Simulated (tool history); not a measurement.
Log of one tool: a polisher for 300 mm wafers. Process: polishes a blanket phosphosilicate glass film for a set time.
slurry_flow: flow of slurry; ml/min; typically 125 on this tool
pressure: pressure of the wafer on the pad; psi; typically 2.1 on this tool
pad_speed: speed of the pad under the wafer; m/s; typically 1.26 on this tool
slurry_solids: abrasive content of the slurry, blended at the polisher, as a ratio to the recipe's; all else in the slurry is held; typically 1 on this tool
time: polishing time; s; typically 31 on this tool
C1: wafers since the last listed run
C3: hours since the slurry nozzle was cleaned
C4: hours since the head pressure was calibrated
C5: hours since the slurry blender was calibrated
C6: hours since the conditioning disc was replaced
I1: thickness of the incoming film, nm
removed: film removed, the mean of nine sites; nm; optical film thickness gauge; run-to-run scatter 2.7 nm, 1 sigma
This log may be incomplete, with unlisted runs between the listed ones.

run 1 hour=0 | slurry_flow=125 pressure=2.1 pad_speed=1.26 slurry_solids=1 time=31 | C1=0 wafers_polished_on_this_pad=254 C3=508.3 C4=355.7 C5=354.8 C6=288.7 | I1=4007.3 | removed=226.9
run 2 hour=21.3 | slurry_flow=125 pressure=2.1 pad_speed=1.26 slurry_solids=1 time=31 | C1=254 wafers_polished_on_this_pad=509 C3=529.6 C4=377 C5=376.1 C6=310 | I1=3968.9 | removed=230.8
run 3 hour=52.6 | slurry_flow=125 pressure=2.1 pad_speed=1.26 slurry_solids=1 time=31 | C1=374 wafers_polished_on_this_pad=884 C3=560.9 C4=408.3 C5=407.4 C6=341.3 | I1=4079.3 | removed=230.7
-- hour=60.7 worn pad replaced by a new one
run 4 hour=82.4 | slurry_flow=135 pressure=2.1 pad_speed=1.26 slurry_solids=1 time=34 | C1=308 wafers_polished_on_this_pad=260 C3=590.7 C4=438.1 C5=437.2 C6=371.1 | I1=4044.2 | removed=257.2
run 5 hour=103.8 | slurry_flow=135 pressure=2.1 pad_speed=1.26 slurry_solids=1 time=34 | C1=256 wafers_polished_on_this_pad=516 C3=612.1 C4=459.5 C5=458.6 C6=392.5 | I1=4024.3 | removed=253.7
run 6 hour=122.7 | slurry_flow=135 pressure=2.1 pad_speed=1.26 slurry_solids=1 time=34 | C1=226 wafers_polished_on_this_pad=742 C3=631 C4=478.4 C5=477.5 C6=411.4 | I1=4043.1 | removed=244.7
-- hour=147 worn pad replaced by a new one, of another model than before
run 7 hour=147.5 | slurry_flow=125 pressure=2.5 pad_speed=1.26 slurry_solids=1 time=36 | C1=248 wafers_polished_on_this_pad=6 C3=655.8 C4=503.2 C5=502.3 C6=436.2 | I1=4044 | removed=295
run 8 hour=171.4 | slurry_flow=110 pressure=2.1 pad_speed=1.42 slurry_solids=1 time=31 | C1=286 wafers_polished_on_this_pad=292 C3=679.7 C4=527.1 C5=526.2 C6=460.1 | I1=4012.4 | removed=245.4
-- hour=185.6 slurry blender recalibrated
run 9 hour=195.2 | slurry_flow=125 pressure=2.3 pad_speed=1.6 slurry_solids=1 time=31 | C1=260 wafers_polished_on_this_pad=553 C3=703.5 C4=550.9 C5=9.6 C6=483.9 | I1=4025.6 | removed=281.1
run 10 hour=229.8 | slurry_flow=125 pressure=2.1 pad_speed=1.6 slurry_solids=1.2 time=31 | C1=414 wafers_polished_on_this_pad=967 C3=738.1 C4=585.5 C5=44.2 C6=518.5 | I1=4051.4 | removed=294.8
-- hour=238.3 worn pad replaced by a new one
-- hour=262.1 slurry nozzle cleaned
-- hour=296.1 head pressure recalibrated
-- hour=304.8 conditioning disc replaced and pad reconditioned
run 11 hour=312 | slurry_flow=125 pressure=2.1 pad_speed=1.26 slurry_solids=1 time=27 | C1=876 wafers_polished_on_this_pad=821 C3=49.9 C4=15.9 C5=126.4 C6=7.2 | I1=4075.2 | removed=200.7
-- hour=328 worn pad replaced by a new one
run 12 hour=343.7 | slurry_flow=125 pressure=2.5 pad_speed=1.26 slurry_solids=1 time=36 | C1=331 wafers_polished_on_this_pad=188 C3=81.6 C4=47.6 C5=158.1 C6=38.9 | I1=4101.5 | removed=305.8
run 13 hour=376.7 | slurry_flow=125 pressure=1.8 pad_speed=1.26 slurry_solids=1 time=31 | C1=395 wafers_polished_on_this_pad=583 C3=114.6 C4=80.6 C5=191.1 C6=71.9 | I1=4069.1 | removed=212.9
run 14 hour=403.6 | slurry_flow=125 pressure=2.1 pad_speed=1.26 slurry_solids=1 time=31 | C1=321 wafers_polished_on_this_pad=905 C3=141.5 C4=107.5 C5=218 C6=98.8 | I1=4021.9 | removed=233.7

What does the tool deliver on the next run?
-- hour=427.3 worn pad replaced by a new one
run 15 hour=427.8 | slurry_flow=125 pressure=2.1 pad_speed=1.66 slurry_solids=1 time=31 | C1=241 wafers_polished_on_this_pad=5 C3=165.7 C4=131.7 C5=242.2 C6=123 | I1=4014.9 | removed=?

{"run 15": {"removed": 300.1}}
Had the tool carried no hidden state, the very same run would have given removed 306.7 nm.
